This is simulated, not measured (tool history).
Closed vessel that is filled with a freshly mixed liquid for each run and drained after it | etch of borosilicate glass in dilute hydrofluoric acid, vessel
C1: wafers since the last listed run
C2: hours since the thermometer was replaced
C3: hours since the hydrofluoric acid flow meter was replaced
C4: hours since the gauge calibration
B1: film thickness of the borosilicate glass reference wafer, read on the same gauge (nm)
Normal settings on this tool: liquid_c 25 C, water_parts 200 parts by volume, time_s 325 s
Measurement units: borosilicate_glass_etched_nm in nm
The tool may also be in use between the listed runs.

Run 1, hour 0: usual settings; C1 0; C2 788.6; C3 1148.5; C4 193.2; B1 129.98. Result: borosilicate_glass_etched_nm 43.41 nm.
Run 2, hour 12.7: usual settings but time_s 365 s; C1 1249; C2 801.3; C3 1161.2; C4 205.9; B1 130. Result: borosilicate_glass_etched_nm 49.2 nm.
Run 3, hour 23.5: usual settings; C1 1062; C2 812.1; C3 1172; C4 216.7; B1 129.99. Result: borosilicate_glass_etched_nm 43.61 nm.
Run 4, hour 29.7: usual settings; C1 610; C2 818.3; C3 1178.2; C4 222.9; B1 130.02. Result: borosilicate_glass_etched_nm 43.38 nm.
Run 5, hour 37.9: usual settings; C1 806; C2 826.5; C3 1186.4; C4 231.1; B1 129.99. Result: borosilicate_glass_etched_nm 43.37 nm.
Run 6, hour 52.6: usual settings; C1 1446; C2 841.2; C3 1201.1; C4 245.8; B1 130.01. Result: borosilicate_glass_etched_nm 43.29 nm.
Run 7, hour 65.6: usual settings; C1 1279; C2 854.2; C3 1214.1; C4 258.8; B1 130.02. Result: borosilicate_glass_etched_nm 43.59 nm.
Run 8, hour 73.7: usual settings but liquid_c 21 C, time_s 400 s; C1 796; C2 862.3; C3 1222.2; C4 266.9; B1 129.99. Result: borosilicate_glass_etched_nm 46.29 nm.
Run 9, hour 91.3: usual settings but liquid_c 21 C, time_s 400 s; C1 1731; C2 879.9; C3 1239.8; C4 284.5; B1 129.99. Result: borosilicate_glass_etched_nm 46.21 nm.
Run 10, hour 100.4: usual settings but liquid_c 21 C, time_s 400 s; C1 895; C2 889; C3 1248.9; C4 293.6; B1 129.98. Result: borosilicate_glass_etched_nm 46.43 nm.
Run 11, hour 113.3: usual settings but liquid_c 22 C; C1 1269; C2 901.9; C3 1261.8; C4 306.5; B1 129.99. Result: borosilicate_glass_etched_nm 38.95 nm.
At hour 131.7: hydrofluoric acid flow meter replaced.
Run 12, hour 150.6: usual settings but liquid_c 22 C; C1 3571; C2 939.2; C3 18.9; C4 343.8; B1 129.99. Result: borosilicate_glass_etched_nm 41.15 nm.
Run 13, hour 160.4: usual settings but liquid_c 22 C; C1 964; C2 949; C3 28.7; C4 353.6; B1 130. Result: borosilicate_glass_etched_nm 41.14 nm.
Run 14, hour 176.4: usual settings; C1 1574; C2 965; C3 44.7; C4 369.6; B1 129.99. Result: borosilicate_glass_etched_nm 46.03 nm.
Run 15, hour 190.4: usual settings; C1 1377; C2 979; C3 58.7; C4 383.6; B1 130. Result: borosilicate_glass_etched_nm 46.09 nm.
Run 16, hour 197.1: usual settings; C1 659; C2 985.7; C3 65.4; C4 390.3; B1 130. Result: borosilicate_glass_etched_nm 45.8 nm.
At hour 199.4: thermometer replaced.
At hour 205.8: gauge calibrated.
Run 17, hour 211.3: usual settings but liquid_c 27.5 C; C1 1298; C2 11.9; C3 79.6; C4 5.5; B1 130. Result: borosilicate_glass_etched_nm 46.14 nm.
Run 18, hour 223.1: usual settings but liquid_c 26.5 C, water_parts 105 parts by volume; C1 1161; C2 23.7; C3 91.4; C4 17.3; B1 129.97. Result: borosilicate_glass_etched_nm 94.19 nm.
Run 19, hour 238.1: usual settings but water_parts 290 parts by volume; C1 1475; C2 38.7; C3 106.4; C4 32.3; B1 129.99. Result: borosilicate_glass_etched_nm 26.22 nm.
Run 20, hour 246.2: usual settings but liquid_c 27 C, water_parts 105 parts by volume, time_s 500 s; C1 796; C2 46.8; C3 114.5; C4 40.4; B1 130.01. Result: borosilicate_glass_etched_nm 149.16 nm.
Run 21, hour 257: usual settings; C1 1062; C2 57.6; C3 125.3; C4 51.2; B1 130.01. Result: borosilicate_glass_etched_nm 41.69 nm.
Run 22, hour 266.4: usual settings but liquid_c 20.5 C, water_parts 110 parts by volume, time_s 405 s; C1 924; C2 67; C3 134.7; C4 60.6; B1 129.99. Result: borosilicate_glass_etched_nm 88.06 nm.
Run 23, hour 277.4: usual settings but liquid_c 22.5 C, water_parts 285 parts by volume, time_s 425 s; C1 1082; C2 78; C3 145.7; C4 71.6; B1 130.01. Result: borosilicate_glass_etched_nm 32.55 nm.
Run 24, hour 289.5: usual settings but water_parts 250 parts by volume; C1 1190; C2 90.1; C3 157.8; C4 83.7; B1 129.99. Result: borosilicate_glass_etched_nm 31.89 nm.
Run 25, hour 295.6: usual settings but liquid_c 28 C, water_parts 105 parts by volume, time_s 215 s; C1 600; C2 96.2; C3 163.9; C4 89.8; B1 130. Result: borosilicate_glass_etched_nm 66.68 nm.
Run 26, hour 306.6: usual settings but liquid_c 20 C; C1 1082; C2 107.2; C3 174.9; C4 100.8; B1 130.01. Result: borosilicate_glass_etched_nm 34.91 nm.
Run 27, hour 323.8: usual settings; C1 1692; C2 124.4; C3 192.1; C4 118; B1 130.02. Result: borosilicate_glass_etched_nm 41.95 nm.
Run 28, hour 340: usual settings but liquid_c 21 C, time_s 415 s; C1 1593; C2 140.6; C3 208.3; C4 134.2; B1 130. Result: borosilicate_glass_etched_nm 46.3 nm.
Run 29, hour 355.2: usual settings but liquid_c 22 C, water_parts 295 parts by volume, time_s 200 s; C1 1495; C2 155.8; C3 223.5; C4 149.4; B1 130.02. Result: borosilicate_glass_etched_nm 14.29 nm.
Run 30, hour 370.8: usual settings but liquid_c 21 C, time_s 415 s; C1 1534; C2 171.4; C3 239.1; C4 165; B1 130. Result: borosilicate_glass_etched_nm 46.38 nm.
Run 31, hour 386.2: usual settings; C1 1515; C2 186.8; C3 254.5; C4 180.4; B1 129.99. Result: borosilicate_glass_etched_nm 42.02 nm.
Run 32, hour 402.6: usual settings but water_parts 170 parts by volume, time_s 225 s; C1 1613; C2 203.2; C3 270.9; C4 196.8; B1 130.01. Result: borosilicate_glass_etched_nm 35.4 nm.

Here are 5 independent what-if runs from the current tool condition. What would each one return?
Run A, hour 403.3: usual settings but time_s 175 s; C1 68; C2 203.9; C3 271.6; C4 197.5; B1 ?. Result: borosilicate_glass_etched_nm ?.
Run B, hour 403.3: usual settings but water_parts 235 parts by volume, time_s 180 s; C1 68; C2 203.9; C3 271.6; C4 197.5; B1 ?. Result: borosilicate_glass_etched_nm ?.
Run C, hour 403.3: usual settings but liquid_c 23.5 C; C1 68; C2 203.9; C3 271.6; C4 197.5; B1 ?. Result: borosilicate_glass_etched_nm ?.
Run D, hour 403.3: usual settings but liquid_c 27 C, time_s 170 s; C1 68; C2 203.9; C3 271.6; C4 197.5; B1 ?. Result: borosilicate_glass_etched_nm ?.
Run E, hour 403.3: usual settings but liquid_c 21 C, water_parts 140 parts by volume; C1 68; C2 203.9; C3 271.6; C4 197.5; B1 ?. Result: borosilicate_glass_etched_nm ?.

run      B1  borosilicate_glass_etched_nm
  A  129.99                         22.84
  B  129.99                         19.23
  C  129.99                         40.16
  D  129.99                         23.84
  E  129.99                         55.73
With the hidden condition removed and each run's random variation left untouched, the same runs would have given:
run  borosilicate_glass_etched_nm
  A                         23.15
  B                         19.51
  C                         40.68
  D                         24.17
  E                         56.29

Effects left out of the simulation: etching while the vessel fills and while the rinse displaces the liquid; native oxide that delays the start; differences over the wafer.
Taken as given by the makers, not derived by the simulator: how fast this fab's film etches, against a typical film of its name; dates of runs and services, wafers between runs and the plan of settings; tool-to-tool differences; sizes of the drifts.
